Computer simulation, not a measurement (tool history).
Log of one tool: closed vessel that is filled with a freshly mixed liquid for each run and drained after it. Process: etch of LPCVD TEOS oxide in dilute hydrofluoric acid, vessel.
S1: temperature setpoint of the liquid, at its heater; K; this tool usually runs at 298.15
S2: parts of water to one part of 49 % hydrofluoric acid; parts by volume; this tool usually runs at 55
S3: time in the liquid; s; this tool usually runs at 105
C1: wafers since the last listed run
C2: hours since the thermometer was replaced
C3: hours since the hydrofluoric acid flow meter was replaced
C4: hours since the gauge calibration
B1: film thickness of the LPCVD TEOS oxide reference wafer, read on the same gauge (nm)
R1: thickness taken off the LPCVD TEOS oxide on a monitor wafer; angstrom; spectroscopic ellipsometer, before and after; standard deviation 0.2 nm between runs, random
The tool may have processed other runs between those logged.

run 1 hour=0 | S1=301.65 S2=55 S3=105 | C1=0 C2=620.2 C3=308 C4=1999.8 | B1=110 | R1=418.8
run 2 hour=233 | S1=301.65 S2=55 S3=105 | C1=17609 C2=853.2 C3=541 C4=2232.8 | B1=110.02 | R1=407.8
run 3 hour=271.8 | S1=301.65 S2=55 S3=105 | C1=2932 C2=892 C3=579.8 C4=2271.6 | B1=109.96 | R1=403.9
-- hour=322.1 hydrofluoric acid flow meter replaced
run 4 hour=541 | S1=298.15 S2=70 S3=105 | C1=20270 C2=1161.2 C3=218.9 C4=2540.8 | B1=109.97 | R1=282.6
run 5 hour=645.4 | S1=298.15 S2=40 S3=105 | C1=7890 C2=1265.6 C3=323.3 C4=2645.2 | B1=110.01 | R1=510.5
run 6 hour=727.7 | S1=298.15 S2=40 S3=105 | C1=6220 C2=1347.9 C3=405.6 C4=2727.5 | B1=110.03 | R1=512.6
run 7 hour=788.4 | S1=298.15 S2=75 S3=60 | C1=4587 C2=1408.6 C3=466.3 C4=2788.2 | B1=110.01 | R1=145.3
-- hour=802.7 thermometer replaced
run 8 hour=1004.7 | S1=296.65 S2=55 S3=105 | C1=16272 C2=202 C3=682.6 C4=3004.5 | B1=109.99 | R1=331.5
run 9 hour=1094 | S1=296.65 S2=55 S3=105 | C1=6749 C2=291.3 C3=771.9 C4=3093.8 | B1=109.98 | R1=330.9
-- hour=1138.2 hydrofluoric acid flow meter replaced
run 10 hour=1163.2 | S1=296.65 S2=55 S3=105 | C1=5154 C2=360.5 C3=25 C4=3163 | B1=109.98 | R1=350.2
run 11 hour=1202.5 | S1=298.15 S2=55 S3=125 | C1=2970 C2=399.8 C3=64.3 C4=3202.3 | B1=109.97 | R1=440.2
run 12 hour=1300 | S1=298.15 S2=55 S3=125 | C1=7368 C2=497.3 C3=161.8 C4=3299.8 | B1=109.97 | R1=435.6
run 13 hour=1357.2 | S1=298.15 S2=55 S3=125 | C1=4323 C2=554.5 C3=219 C4=3357 | B1=110 | R1=433.5
run 14 hour=1399.9 | S1=298.15 S2=55 S3=75 | C1=3227 C2=597.2 C3=261.7 C4=3399.7 | B1=109.99 | R1=262.1
run 15 hour=1454.4 | S1=298.15 S2=55 S3=105 | C1=4119 C2=651.7 C3=316.2 C4=3454.2 | B1=109.98 | R1=361.6
run 16 hour=1522 | S1=295.15 S2=30 S3=45 | C1=5109 C2=719.3 C3=383.8 C4=3521.8 | B1=109.96 | R1=260.5
run 17 hour=1564.5 | S1=298.15 S2=55 S3=40 | C1=3212 C2=761.8 C3=426.3 C4=3564.3 | B1=110.02 | R1=135.7
run 18 hour=1644.7 | S1=298.15 S2=55 S3=105 | C1=6061 C2=842 C3=506.5 C4=3644.5 | B1=109.94 | R1=358.8
-- hour=1683 gauge calibrated
run 19 hour=1683.6 | S1=293.65 S2=65 S3=165 | C1=2940 C2=880.9 C3=545.4 C4=0.6 | B1=109.97 | R1=383
run 20 hour=1751.3 | S1=298.15 S2=55 S3=65 | C1=5116 C2=948.6 C3=613.1 C4=68.3 | B1=110.02 | R1=221.3
run 21 hour=1850 | S1=298.15 S2=55 S3=105 | C1=7459 C2=1047.3 C3=711.8 C4=167 | B1=109.97 | R1=349.7
-- hour=1865.7 hydrofluoric acid flow meter replaced
run 22 hour=1908.7 | S1=299.65 S2=40 S3=50 | C1=4360 C2=1106 C3=43 C4=225.7 | B1=110.02 | R1=262.4
-- hour=1935.6 thermometer replaced
run 23 hour=1947.6 | S1=294.15 S2=55 S3=105 | C1=2864 C2=12 C3=81.9 C4=264.6 | B1=109.99 | R1=312.1

Forecast run 24:
run 24 hour=2053.4 | S1=299.65 S2=30 S3=60 | C1=7996 C2=117.8 C3=187.7 C4=370.4 | B1=? | R1=?

B1: 109.98
R1: 421.9 angstrom
If the tool had no hidden condition, the same run with the same run-to-run variation would have returned R1 428.8 angstrom.

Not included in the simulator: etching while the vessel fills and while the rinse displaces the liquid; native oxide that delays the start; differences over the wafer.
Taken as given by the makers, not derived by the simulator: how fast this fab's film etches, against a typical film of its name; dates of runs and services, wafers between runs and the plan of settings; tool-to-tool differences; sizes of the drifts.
